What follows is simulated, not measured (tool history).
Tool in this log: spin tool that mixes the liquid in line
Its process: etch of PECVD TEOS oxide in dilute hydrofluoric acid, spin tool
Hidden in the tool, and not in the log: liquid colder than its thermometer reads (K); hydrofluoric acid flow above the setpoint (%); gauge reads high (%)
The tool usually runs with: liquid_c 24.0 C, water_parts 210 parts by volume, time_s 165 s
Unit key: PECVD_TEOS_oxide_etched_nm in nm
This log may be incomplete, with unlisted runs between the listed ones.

| run | hour | liquid_c | water_parts | time_s | wafers since the last listed run | hours since the thermometer was replaced | hours since the hydrofluoric acid flow meter was replaced | hours since the gauge calibration | read-back film thickness of the PECVD TEOS oxide reference wafer, read on the same gauge (nm) | PECVD_TEOS_oxide_etched_nm |
|---|---|---|---|---|---|---|---|---|---|---|
| 1 | 0.0 | 24.0 | 210 | 95 | 0 | 1295.8 | 509.8 | 345.4 | 139.99 | 3.14 |
|  | 4.0 | hydrofluoric acid flow meter replaced |
| 2 | 45.0 | 24.0 | 295 | 230 | 338 | 1340.8 | 41.0 | 390.4 | 140.01 | 4.83 |
|  | 68.3 | thermometer replaced |
| 3 | 113.4 | 24.0 | 295 | 230 | 518 | 45.1 | 109.4 | 458.8 | 140.02 | 5.04 |
| 4 | 184.5 | 24.0 | 210 | 165 | 547 | 116.2 | 180.5 | 529.9 | 140.01 | 5.56 |
| 5 | 239.7 | 24.0 | 210 | 165 | 424 | 171.4 | 235.7 | 585.1 | 140.01 | 5.55 |
| 6 | 302.2 | 24.0 | 210 | 165 | 481 | 233.9 | 298.2 | 647.6 | 139.99 | 5.57 |
| 7 | 416.6 | 24.0 | 210 | 165 | 880 | 348.3 | 412.6 | 762.0 | 140.01 | 5.61 |
| 8 | 476.9 | 24.0 | 210 | 120 | 464 | 408.6 | 472.9 | 822.3 | 140.00 | 4.09 |
|  | 499.6 | hydrofluoric acid flow meter replaced |
| 9 | 517.2 | 24.0 | 210 | 120 | 302 | 448.9 | 17.6 | 862.6 | 140.00 | 3.98 |
| 10 | 556.3 | 24.0 | 210 | 165 | 300 | 488.0 | 56.7 | 901.7 | 140.01 | 5.42 |
| 11 | 621.0 | 24.0 | 210 | 165 | 498 | 552.7 | 121.4 | 966.4 | 140.01 | 5.47 |
| 12 | 692.6 | 24.0 | 210 | 165 | 551 | 624.3 | 193.0 | 1038.0 | 139.99 | 5.52 |
| 13 | 742.9 | 24.0 | 240 | 165 | 387 | 674.6 | 243.3 | 1088.3 | 140.01 | 4.64 |
| 14 | 793.2 | 24.0 | 270 | 205 | 387 | 724.9 | 293.6 | 1138.6 | 140.00 | 5.04 |
| 15 | 846.6 | 19.5 | 130 | 135 | 411 | 778.3 | 347.0 | 1192.0 | 139.98 | 6.63 |
| 16 | 890.2 | 20.0 | 250 | 205 | 335 | 821.9 | 390.6 | 1235.6 | 139.99 | 4.82 |
| 17 | 929.9 | 20.5 | 255 | 165 | 305 | 861.6 | 430.3 | 1275.3 | 139.98 | 3.82 |
| 18 | 987.5 | 24.0 | 210 | 165 | 443 | 919.2 | 487.9 | 1332.9 | 140.03 | 5.55 |
| 19 | 1011.7 | 24.0 | 210 | 165 | 186 | 943.4 | 512.1 | 1357.1 | 139.98 | 5.55 |
| 20 | 1059.6 | 28.0 | 210 | 75 | 368 | 991.3 | 560.0 | 1405.0 | 140.01 | 2.95 |
|  | 1074.3 | hydrofluoric acid flow meter replaced |
| 21 | 1114.4 | 24.0 | 255 | 230 | 414 | 1046.1 | 40.1 | 1459.8 | 140.00 | 5.83 |
| 22 | 1152.9 | 29.0 | 290 | 215 | 296 | 1084.6 | 78.6 | 1498.3 | 140.00 | 5.49 |
|  | 1168.2 | gauge calibrated |
|  | 1250.2 | thermometer replaced |
| 23 | 1327.6 | 24.0 | 210 | 165 | 1337 | 77.4 | 253.3 | 159.4 | 140.01 | 5.52 |
| 24 | 1367.6 | 21.5 | 290 | 225 | 307 | 117.4 | 293.3 | 199.4 | 140.01 | 4.65 |
| 25 | 1411.9 | 20.0 | 135 | 165 | 341 | 161.7 | 337.6 | 243.7 | 139.98 | 8.03 |
| 26 | 1448.8 | 24.0 | 210 | 165 | 284 | 198.6 | 374.5 | 280.6 | 140.00 | 5.61 |
| 27 | 1490.8 | 24.0 | 210 | 165 | 323 | 240.6 | 416.5 | 322.6 | 139.99 | 5.57 |
|  | 1604.0 | hydrofluoric acid flow meter replaced |
| 28 | 1704.3 | 24.0 | 210 | 110 | 1635 | 454.1 | 100.3 | 536.1 | 140.01 | 3.65 |
| 29 | 1766.4 | 24.0 | 210 | 165 | 478 | 516.2 | 162.4 | 598.2 | 139.97 | 5.49 |
| 30 | 1826.1 | 24.0 | 210 | 215 | 459 | 575.9 | 222.1 | 657.9 | 140.02 | 7.18 |
| 31 | 1863.0 | 24.0 | 210 | 165 | 284 | 612.8 | 259.0 | 694.8 | 140.02 | 5.49 |
| 32 | 1900.9 | 24.0 | 210 | 165 | 291 | 650.7 | 296.9 | 732.7 | 139.98 | 5.48 |

Below, some changes in PECVD_TEOS_oxide_etched_nm between adjacent runs. For each, the amount present without the hidden state too (settings, incoming material, random variation) and the amount remaining for the hidden state with gauge scatter not shared by both compared results:
Run 2 -> 3: thermometer replaced. PECVD_TEOS_oxide_etched_nm +0.21 nm: hidden state +0.22, all else -0.01.
Run 19 -> 20: liquid_c 24.0 -> 28.0, time_s 165 -> 75. PECVD_TEOS_oxide_etched_nm -2.60 nm: hidden state -0.02, all else -2.58.
Run 20 -> 21: liquid_c 28.0 -> 24.0, water_parts 210 -> 255, time_s 75 -> 230, hydrofluoric acid flow meter replaced. PECVD_TEOS_oxide_etched_nm +2.88 nm: hidden state -0.20, all else +3.08.
Run 22 -> 23: liquid_c 29.0 -> 24.0, water_parts 290 -> 210, time_s 215 -> 165, gauge calibrated, thermometer replaced. PECVD_TEOS_oxide_etched_nm +0.03 nm: hidden state +0.18, all else -0.15.
Run 24 -> 25: liquid_c 21.5 -> 20.0, water_parts 290 -> 135, time_s 225 -> 165. PECVD_TEOS_oxide_etched_nm +3.38 nm: hidden state +0.05, all else +3.33.

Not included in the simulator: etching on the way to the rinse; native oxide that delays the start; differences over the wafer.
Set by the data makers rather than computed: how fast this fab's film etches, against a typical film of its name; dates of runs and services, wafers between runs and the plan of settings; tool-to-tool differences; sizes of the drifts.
